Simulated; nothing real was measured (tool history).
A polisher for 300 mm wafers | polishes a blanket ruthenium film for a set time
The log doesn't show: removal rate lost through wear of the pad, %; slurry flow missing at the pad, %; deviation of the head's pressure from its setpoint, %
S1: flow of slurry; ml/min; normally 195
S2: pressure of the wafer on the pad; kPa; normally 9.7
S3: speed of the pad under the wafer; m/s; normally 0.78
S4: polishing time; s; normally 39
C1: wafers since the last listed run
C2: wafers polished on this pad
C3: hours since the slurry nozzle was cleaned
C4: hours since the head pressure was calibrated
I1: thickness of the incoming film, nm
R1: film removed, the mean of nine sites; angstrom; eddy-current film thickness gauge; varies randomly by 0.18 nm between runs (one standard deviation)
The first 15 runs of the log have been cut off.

run	hour	S1	S2	S3	S4	C1	C2	C3	C4	I1	R1
16	188.4	195	10.3	0.78	49	62	679	303.2	57.7	558	386
# hour 198: slurry nozzle cleaned
17	200.7	195	9.7	0.64	39	82	762	2.7	70	555.1	257
18	217.9	240	9.7	1.02	35	125	888	19.9	87.2	559.8	312
19	226.8	195	9.7	0.78	39	65	953	28.8	96.1	563.4	290
20	237.7	135	9.7	0.78	39	79	1033	39.7	107	552.6	278
# hour 252.8: worn pad replaced by a new one
21	253.3	135	11	0.52	28	84	3	55.3	122.6	561.6	181
22	261.9	130	9.7	0.78	39	62	66	63.9	131.2	563.9	280
23	271.4	195	9.7	0.78	39	69	136	73.4	140.7	559.1	295
24	284.5	195	9.7	0.78	32	95	232	86.5	153.8	558.8	239
25	301.4	195	6.2	0.78	39	123	355	103.4	170.7	571.1	207
26	314.9	245	9.7	0.5	39	98	454	116.9	184.2	565.5	234
27	322.1	225	9.7	0.78	39	52	507	124.1	191.4	564	293
28	333.6	195	9.7	0.78	35	84	591	135.6	202.9	563.1	263
29	351.5	160	9	0.78	33	131	722	153.5	220.8	560.3	228
30	366	140	9.7	0.78	39	106	829	168	235.3	566.1	284
31	381.6	170	6.2	0.98	39	114	943	183.6	250.9	561.6	237
32	391.6	235	9.7	0.7	25	73	1016	193.6	260.9	554.7	175
33	397.9	195	9.7	0.78	39	46	1062	199.9	267.2	568.4	289
34	407.6	160	9.7	0.68	39	71	1133	209.6	276.9	557.7	265
35	416	230	9.7	0.78	51	61	1195	218	285.3	560.8	384
# hour 425: worn pad replaced by a new one
36	425.5	225	9.7	0.86	31	40	3	227.5	294.8	551.2	248
37	438.4	195	9.7	0.54	50	94	97	240.4	307.7	556.4	303
38	446.8	230	7.6	0.88	27	61	159	248.8	316.1	561.8	182
39	458.3	195	9	0.78	28	84	243	260.3	327.6	564.8	194

Predict each of these 3 candidate next runs independently; none follows another, all start after run 39:
A	458.7	195	9.7	0.78	39	2	246	260.7	328	558.7	?
B	458.7	220	7.6	0.54	49	2	246	260.7	328	558.7	?
C	458.7	245	9.7	0.78	39	2	246	260.7	328	558.7	?

run	R1
A	292
B	249
C	297
Had the tool no hidden state, the same runs would have come out as:
run	R1
A	292
B	249
C	297
